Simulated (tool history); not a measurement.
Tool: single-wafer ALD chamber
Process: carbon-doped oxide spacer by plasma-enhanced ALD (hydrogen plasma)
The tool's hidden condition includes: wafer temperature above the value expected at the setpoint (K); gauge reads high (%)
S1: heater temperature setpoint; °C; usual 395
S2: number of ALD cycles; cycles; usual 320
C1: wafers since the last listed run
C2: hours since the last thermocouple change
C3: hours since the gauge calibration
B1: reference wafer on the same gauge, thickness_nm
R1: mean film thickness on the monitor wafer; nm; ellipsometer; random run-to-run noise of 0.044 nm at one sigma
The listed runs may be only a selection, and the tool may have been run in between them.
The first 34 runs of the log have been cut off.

| run | hour | S1 | S2 | C1 | C2 | C3 | B1 | R1 |
|---|---|---|---|---|---|---|---|---|
| 35 | 487.0 | 387 | 373 | 12 | 177.3 | 84.9 | 16.099 | 20.625 |
| 36 | 502.8 | 390 | 364 | 18 | 193.1 | 100.7 | 16.103 | 20.087 |
| 37 | 510.9 | 395 | 280 | 9 | 201.2 | 108.8 | 16.105 | 15.509 |
| 38 | 528.6 | 390 | 320 | 20 | 218.9 | 126.5 | 16.104 | 17.653 |
| 39 | 543.1 | 395 | 320 | 16 | 233.4 | 141.0 | 16.103 | 17.776 |
| 40 | 556.0 | 389 | 262 | 15 | 246.3 | 153.9 | 16.112 | 14.428 |
| 41 | 574.0 | 387 | 289 | 21 | 264.3 | 171.9 | 16.100 | 16.020 |
| 42 | 581.7 | 407 | 286 | 8 | 272.0 | 179.6 | 16.098 | 15.473 |
| 43 | 595.8 | 406 | 289 | 16 | 286.1 | 193.7 | 16.100 | 15.712 |
| 44 | 605.0 | 403 | 270 | 10 | 295.3 | 202.9 | 16.095 | 14.783 |
| 45 | 622.3 | 402 | 359 | 20 | 312.6 | 220.2 | 16.105 | 19.745 |
| 46 | 634.2 | 400 | 374 | 13 | 324.5 | 232.1 | 16.094 | 20.628 |
| 47 | 640.3 | 385 | 358 | 7 | 330.6 | 238.2 | 16.094 | 19.780 |

What if the next run were any one of these 4? Each begins from the tool's condition after run 47:
| A | 641.2 | 395 | 320 | 1 | 331.5 | 239.1 | ? | ? |
| B | 641.2 | 400 | 269 | 1 | 331.5 | 239.1 | ? | ? |
| C | 641.2 | 395 | 361 | 1 | 331.5 | 239.1 | ? | ? |
| D | 641.2 | 408 | 271 | 1 | 331.5 | 239.1 | ? | ? |

| run | B1 | R1 |
|---|---|---|
| A | 16.095 | 17.661 |
| B | 16.095 | 14.846 |
| C | 16.095 | 19.923 |
| D | 16.095 | 14.650 |
With the hidden condition removed and each run's random variation left untouched, the same runs would have given:
| run | R1 |
|---|---|
| A | 17.661 |
| B | 14.846 |
| C | 19.923 |
| D | 14.650 |

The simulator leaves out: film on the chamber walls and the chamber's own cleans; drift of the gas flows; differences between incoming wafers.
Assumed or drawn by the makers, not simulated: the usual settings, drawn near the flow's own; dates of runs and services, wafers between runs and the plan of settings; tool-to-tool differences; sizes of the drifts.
